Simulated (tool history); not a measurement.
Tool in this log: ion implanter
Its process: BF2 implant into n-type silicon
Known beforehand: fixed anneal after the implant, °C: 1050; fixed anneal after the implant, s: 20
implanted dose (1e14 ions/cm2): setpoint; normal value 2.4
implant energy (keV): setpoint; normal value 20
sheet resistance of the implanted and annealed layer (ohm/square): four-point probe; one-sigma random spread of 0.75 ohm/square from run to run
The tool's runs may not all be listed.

run,hour,implanted dose (1e14 ions/cm2),implant energy (keV),wafers since the last listed run,hours since the last dose calibration,hours since the extraction supply was calibrated,hours since the gauge calibration,"read-back reference wafer on the same gauge, sheet resistance",sheet resistance of the implanted and annealed layer (ohm/square)
1,0,2.4,20,0,2026.3,5945,190.5,503.97,461.81
2,27.5,2.4,20,589,2053.8,5972.5,218,504,462.07
# hour 28.2: gauge calibrated
3,47.8,2.4,20,434,2074.1,5992.8,19.6,504.37,461.96
4,66.5,2.4,20,400,2092.8,6011.5,38.3,504.26,462.72
5,86.6,2.4,20,430,2112.9,6031.6,58.4,503.8,462.2
6,109.4,2.4,20,488,2135.7,6054.4,81.2,503.99,462.47
7,138.4,2.4,20,621,2164.7,6083.4,110.2,503.82,461.96
8,172.5,2.4,20,730,2198.8,6117.5,144.3,504.37,461.65
9,190.6,2.6,20,387,2216.9,6135.6,162.4,503.89,431.71
10,204.9,1.7,16,306,2231.2,6149.9,176.7,503.99,635.13
# hour 220: gauge calibrated
# hour 236: extraction supply calibrated
11,240.1,2.07,26,582,2266.4,4.1,20.1,504.29,509.83
12,261.4,2.4,18,456,2287.7,25.4,41.4,504.16,465.66
13,283.4,2.65,14.5,471,2309.7,47.4,63.4,504.3,436.1
# hour 293.7: Faraday cup replaced and dose calibrated
14,303.9,2.4,20,267,10.2,67.9,83.9,504,478.66

Predict the results of run 15:
15,329.8,2.99,14.5,554,36.1,93.8,109.8,?,?

For run 15 the tool returned read-back reference wafer on the same gauge, sheet resistance 504.21, sheet resistance of the implanted and annealed layer (ohm/square) 406.95.
Had the tool carried no hidden state, the very same run would have given sheet resistance of the implanted and annealed layer (ohm/square) 408.88.
